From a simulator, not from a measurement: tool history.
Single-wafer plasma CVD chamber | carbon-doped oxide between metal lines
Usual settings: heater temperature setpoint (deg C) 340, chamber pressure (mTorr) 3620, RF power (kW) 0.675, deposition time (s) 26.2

| run | day | heater temperature setpoint (deg C) | chamber pressure (mTorr) | RF power (kW) | deposition time (s) | read-back reference wafer on the same gauge, thickness_nm | mean film thickness on the monitor wafer (nm) |
|---|---|---|---|---|---|---|---|
| 1 | 0 | 340 | 3620 | 0.675 | 26.2 | 181.883 | 159.611 |
| 2 | 3.862 | 340 | 3620 | 0.675 | 26.2 | 182.039 | 161.939 |
| 3 | 7.792 | 340 | 3620 | 0.675 | 29.6 | 183.168 | 182.417 |
| 4 | 11.471 | 340 | 3620 | 0.595 | 26.2 | 183.879 | 148.1 |
| 5 | 13.921 | 340 | 3620 | 0.595 | 26.2 | 184.356 | 147.974 |
| 6 | 17.429 | 340 | 3620 | 0.595 | 26.2 | 185.105 | 147.988 |
| 7 | 20.108 | 340 | 3620 | 0.675 | 26.2 | 185.314 | 162.335 |
|  | 21.779 | capacitance manometer re-zeroed and calibrated |
| 8 | 21.8 | 340 | 3620 | 0.675 | 26.2 | 185.867 | 161.843 |
| 9 | 26.042 | 340 | 3620 | 0.675 | 26.2 | 186.687 | 164.672 |
| 10 | 27.979 | 340 | 3620 | 0.675 | 28.6 | 187.392 | 177.798 |
|  | 29.146 | showerhead replaced |
|  | 30.925 | thermocouple changed; heater temperature recalibrated |
|  | 33.729 | gauge calibrated |
| 11 | 34 | 347 | 4390 | 0.735 | 26.2 | 181.064 | 168.297 |
|  | 38.608 | RF generator calibrated |
| 12 | 38.629 | 340 | 3620 | 0.565 | 26.2 | 181.085 | 139.698 |
| 13 | 42.179 | 340 | 3620 | 0.595 | 26.2 | 181.982 | 145.813 |
| 14 | 44.083 | 334 | 3620 | 0.6 | 26.2 | 181.173 | 149.323 |
| 15 | 46.458 | 348 | 3620 | 0.545 | 22.9 | 181.565 | 115.991 |
| 16 | 50.5 | 340 | 3620 | 0.675 | 30.8 | 181.641 | 187.084 |

Run 17 comes next. What will it give?
| 17 | 53.629 | 346 | 3170 | 0.56 | 26.2 | ? | ? |

Run 17 gave read-back reference wafer on the same gauge, thickness_nm 182.176, mean film thickness on the monitor wafer (nm) 134.873.
Without the tool's hidden state the same run would have given mean film thickness on the monitor wafer (nm) 133.993.

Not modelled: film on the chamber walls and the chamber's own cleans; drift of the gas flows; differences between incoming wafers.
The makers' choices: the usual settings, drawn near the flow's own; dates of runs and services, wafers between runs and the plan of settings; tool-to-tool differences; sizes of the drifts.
